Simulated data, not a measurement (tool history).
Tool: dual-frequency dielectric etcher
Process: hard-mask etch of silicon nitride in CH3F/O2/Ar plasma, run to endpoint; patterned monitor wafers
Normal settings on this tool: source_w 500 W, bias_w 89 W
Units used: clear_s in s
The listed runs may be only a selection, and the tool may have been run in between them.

| run | hour | source_w | bias_w | wafers since the last listed run | hours since the last wet clean | hours since the last source power generator calibration | hours since the last bias power generator calibration | hours since the last upper electrode change | incoming incoming film thickness, nm | clear_s |
|---|---|---|---|---|---|---|---|---|---|---|
| 1 | 0 | 500 | 98 | 0 | 109 | 3446.8 | 2071 | 3422.2 | 49.69 | 50.6 |
| 2 | 44.8 | 500 | 98 | 396 | 153.8 | 3491.6 | 2115.8 | 3467 | 49.89 | 50.5 |
| 3 | 191.3 | 470 | 89 | 1297 | 300.3 | 3638.1 | 2262.3 | 3613.5 | 49.8 | 54.9 |
| 4 | 249.2 | 500 | 89 | 512 | 358.2 | 3696 | 2320.2 | 3671.4 | 50.22 | 52 |
| 5 | 276.5 | 500 | 89 | 241 | 385.5 | 3723.3 | 2347.5 | 3698.7 | 49.8 | 51.2 |
| 6 | 328.7 | 540 | 89 | 462 | 437.7 | 3775.5 | 2399.7 | 3750.9 | 49.88 | 49 |
| 7 | 393.1 | 450 | 89 | 570 | 502.1 | 3839.9 | 2464.1 | 3815.3 | 49.61 | 55.3 |
| 8 | 463.1 | 470 | 94 | 619 | 572.1 | 3909.9 | 2534.1 | 3885.3 | 49.79 | 50.8 |
| 9 | 514.5 | 470 | 94 | 455 | 623.5 | 3961.3 | 2585.5 | 3936.7 | 49.46 | 51.2 |
|  | 550.3 | wet clean of the chamber |
| 10 | 550.8 | 470 | 94 | 108 | 0.5 | 3997.6 | 2621.8 | 3973 | 49.66 | 53.8 |
| 11 | 573.8 | 500 | 89 | 203 | 23.5 | 4020.6 | 2644.8 | 3996 | 49.98 | 54.2 |
| 12 | 618.8 | 500 | 89 | 398 | 68.5 | 4065.6 | 2689.8 | 4041 | 50.43 | 54.1 |
| 13 | 674.2 | 500 | 89 | 490 | 123.9 | 4121 | 2745.2 | 4096.4 | 49.65 | 52.8 |
| 14 | 722.4 | 500 | 89 | 426 | 172.1 | 4169.2 | 2793.4 | 4144.6 | 49.43 | 52.9 |
| 15 | 768.7 | 500 | 77 | 410 | 218.4 | 4215.5 | 2839.7 | 4190.9 | 49.6 | 57.2 |
|  | 802.5 | upper electrode replaced |
|  | 802.6 | bias power generator calibrated |
| 16 | 803 | 500 | 77 | 91 | 252.7 | 4249.8 | 0.4 | 0.5 | 50.25 | 57.4 |
| 17 | 828.5 | 500 | 77 | 225 | 278.2 | 4275.3 | 25.9 | 26 | 49.97 | 57.7 |
| 18 | 885.2 | 460 | 89 | 502 | 334.9 | 4332 | 82.6 | 82.7 | 49.54 | 54.7 |
| 19 | 920.3 | 400 | 83 | 310 | 370 | 4367.1 | 117.7 | 117.8 | 49.86 | 63 |
| 20 | 984 | 500 | 105 | 564 | 433.7 | 4430.8 | 181.4 | 181.5 | 49.7 | 47.1 |
| 21 | 1036.4 | 440 | 107 | 464 | 486.1 | 4483.2 | 233.8 | 233.9 | 49.86 | 50.5 |
| 22 | 1094.7 | 500 | 89 | 516 | 544.4 | 4541.5 | 292.1 | 292.2 | 50.1 | 52.2 |
| 23 | 1132.1 | 450 | 69 | 331 | 581.8 | 4578.9 | 329.5 | 329.6 | 49.83 | 62.7 |
|  | 1140 | source power generator calibrated |
| 24 | 1174.2 | 500 | 77 | 337 | 623.9 | 34.2 | 371.6 | 371.7 | 49.34 | 54.7 |
|  | 1210.9 | wet clean of the chamber |
| 25 | 1240.1 | 430 | 80 | 371 | 29.2 | 100.1 | 437.5 | 437.6 | 49.65 | 62.4 |
| 26 | 1283.2 | 410 | 70 | 381 | 72.3 | 143.2 | 480.6 | 480.7 | 49.68 | 69.4 |
| 27 | 1333 | 580 | 71 | 441 | 122.1 | 193 | 530.4 | 530.5 | 49.19 | 55.3 |
| 28 | 1395.5 | 600 | 101 | 553 | 184.6 | 255.5 | 592.9 | 593 | 49.48 | 44.3 |
| 29 | 1430.8 | 430 | 97 | 312 | 219.9 | 290.8 | 628.2 | 628.3 | 49.43 | 54.3 |
| 30 | 1470.3 | 540 | 105 | 349 | 259.4 | 330.3 | 667.7 | 667.8 | 49.59 | 46.1 |
| 31 | 1504.6 | 540 | 110 | 303 | 293.7 | 364.6 | 702 | 702.1 | 49.12 | 44.4 |
| 32 | 1560.8 | 570 | 97 | 497 | 349.9 | 420.8 | 758.2 | 758.3 | 50.03 | 46.5 |

What was the tool's hidden state at every run in the log?
source power that arrives over what is set, %: 0, the same for each run
bias power that arrives over what is set, %: 0, the same for each run
H1: etch rate over this chamber's usual, %
| run | H1 |
|---|---|
| 1 | 0.299 |
| 2 | 0.687 |
| 3 | 1.96 |
| 4 | 2.46 |
| 5 | 2.69 |
| 6 | 3.15 |
| 7 | 3.7 |
| 8 | 4.31 |
| 9 | 4.76 |
| 10 | -0.276 |
| 11 | -0.0772 |
| 12 | 0.313 |
| 13 | 0.792 |
| 14 | 1.21 |
| 15 | 1.61 |
| 16 | 1.91 |
| 17 | 2.13 |
| 18 | 2.62 |
| 19 | 2.92 |
| 20 | 3.48 |
| 21 | 3.93 |
| 22 | 4.43 |
| 23 | 4.76 |
| 24 | 5.12 |
| 25 | -0.251 |
| 26 | 0.122 |
| 27 | 0.554 |
| 28 | 1.1 |
| 29 | 1.4 |
| 30 | 1.74 |
| 31 | 2.04 |
| 32 | 2.53 |

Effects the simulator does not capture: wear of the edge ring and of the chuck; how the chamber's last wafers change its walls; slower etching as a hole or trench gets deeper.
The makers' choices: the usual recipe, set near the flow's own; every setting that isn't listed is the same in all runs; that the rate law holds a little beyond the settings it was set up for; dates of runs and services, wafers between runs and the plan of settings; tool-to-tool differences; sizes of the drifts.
